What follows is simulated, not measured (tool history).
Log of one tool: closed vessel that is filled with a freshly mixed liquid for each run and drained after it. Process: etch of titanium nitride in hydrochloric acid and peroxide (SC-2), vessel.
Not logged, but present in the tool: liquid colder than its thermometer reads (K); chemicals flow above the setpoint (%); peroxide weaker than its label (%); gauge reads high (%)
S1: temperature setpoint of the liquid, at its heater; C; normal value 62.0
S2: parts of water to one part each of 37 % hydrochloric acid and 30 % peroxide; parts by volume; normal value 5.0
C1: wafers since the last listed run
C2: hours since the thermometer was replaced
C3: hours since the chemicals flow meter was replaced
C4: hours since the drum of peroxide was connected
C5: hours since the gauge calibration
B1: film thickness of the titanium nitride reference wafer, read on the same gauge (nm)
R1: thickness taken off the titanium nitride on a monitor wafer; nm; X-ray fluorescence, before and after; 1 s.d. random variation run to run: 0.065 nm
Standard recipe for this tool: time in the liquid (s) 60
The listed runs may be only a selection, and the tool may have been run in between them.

run 1 hour=0.0 | S1=62.0 S2=5.0 time_in_the_liquid_(s)=60 | C1=0 C2=389.1 C3=674.8 C4=630.3 C5=163.8 | B1=29.90 | R1=10.46
run 2 hour=41.2 | S1=62.0 S2=5.0 time_in_the_liquid_(s)=60 | C1=4403 C2=430.3 C3=716.0 C4=671.5 C5=205.0 | B1=29.81 | R1=10.62
run 3 hour=151.8 | S1=62.0 S2=5.0 time_in_the_liquid_(s)=60 | C1=11819 C2=540.9 C3=826.6 C4=782.1 C5=315.6 | B1=29.69 | R1=10.48
run 4 hour=179.5 | S1=62.0 S2=5.0 time_in_the_liquid_(s)=60 | C1=2960 C2=568.6 C3=854.3 C4=809.8 C5=343.3 | B1=29.67 | R1=10.53
-- hour=294.5 new drum of peroxide connected
run 5 hour=348.2 | S1=65.0 S2=5.0 time_in_the_liquid_(s)=60 | C1=17922 C2=737.3 C3=1023.0 C4=53.7 C5=512.0 | B1=29.39 | R1=12.51
-- hour=353.2 gauge calibrated
run 6 hour=387.9 | S1=65.0 S2=5.0 time_in_the_liquid_(s)=60 | C1=4242 C2=777.0 C3=1062.7 C4=93.4 C5=34.7 | B1=30.01 | R1=12.84
run 7 hour=438.6 | S1=65.0 S2=5.0 time_in_the_liquid_(s)=60 | C1=5418 C2=827.7 C3=1113.4 C4=144.1 C5=85.4 | B1=29.98 | R1=12.74
-- hour=487.7 chemicals flow meter replaced
run 8 hour=508.6 | S1=62.0 S2=5.0 time_in_the_liquid_(s)=60 | C1=7374 C2=897.7 C3=20.9 C4=214.1 C5=155.4 | B1=29.97 | R1=10.55
run 9 hour=541.6 | S1=62.0 S2=5.0 time_in_the_liquid_(s)=60 | C1=3526 C2=930.7 C3=53.9 C4=247.1 C5=188.4 | B1=29.90 | R1=10.60
-- hour=637.3 thermometer replaced
run 10 hour=647.9 | S1=62.0 S2=5.0 time_in_the_liquid_(s)=60 | C1=11253 C2=10.6 C3=160.2 C4=353.4 C5=294.7 | B1=29.81 | R1=10.52
run 11 hour=719.0 | S1=62.0 S2=5.0 time_in_the_liquid_(s)=85 | C1=7598 C2=81.7 C3=231.3 C4=424.5 C5=365.8 | B1=29.71 | R1=14.92
run 12 hour=775.9 | S1=71.0 S2=6.5 time_in_the_liquid_(s)=80 | C1=6080 C2=138.6 C3=288.2 C4=481.4 C5=422.7 | B1=29.65 | R1=19.78
run 13 hour=819.7 | S1=62.0 S2=5.0 time_in_the_liquid_(s)=60 | C1=4680 C2=182.4 C3=332.0 C4=525.2 C5=466.5 | B1=29.54 | R1=10.49
-- hour=830.0 gauge calibrated
run 14 hour=863.6 | S1=66.0 S2=5.0 time_in_the_liquid_(s)=60 | C1=4691 C2=226.3 C3=375.9 C4=569.1 C5=33.6 | B1=29.91 | R1=13.60
run 15 hour=911.2 | S1=69.5 S2=5.0 time_in_the_liquid_(s)=30 | C1=5087 C2=273.9 C3=423.5 C4=616.7 C5=81.2 | B1=29.91 | R1=8.39
run 16 hour=977.7 | S1=62.0 S2=5.0 time_in_the_liquid_(s)=35 | C1=7106 C2=340.4 C3=490.0 C4=683.2 C5=147.7 | B1=29.89 | R1=6.16

Forecast each of these 3 alternatives for the next run:
run A hour=978.4 | S1=67.5 S2=5.0 time_in_the_liquid_(s)=60 | C1=74 C2=341.1 C3=490.7 C4=683.9 C5=148.4 | B1=? | R1=?
run B hour=978.4 | S1=53.0 S2=7.0 time_in_the_liquid_(s)=60 | C1=74 C2=341.1 C3=490.7 C4=683.9 C5=148.4 | B1=? | R1=?
run C hour=978.4 | S1=58.5 S2=6.5 time_in_the_liquid_(s)=60 | C1=74 C2=341.1 C3=490.7 C4=683.9 C5=148.4 | B1=? | R1=?

run=A B1=29.92 R1=14.69
run=B B1=29.92 R1=4.61
run=C B1=29.92 R1=6.95
The same runs, with their run-to-run variation unchanged, on a tool lacking any hidden condition would have given:
run=A R1=14.75
run=B R1=4.62
run=C R1=6.97
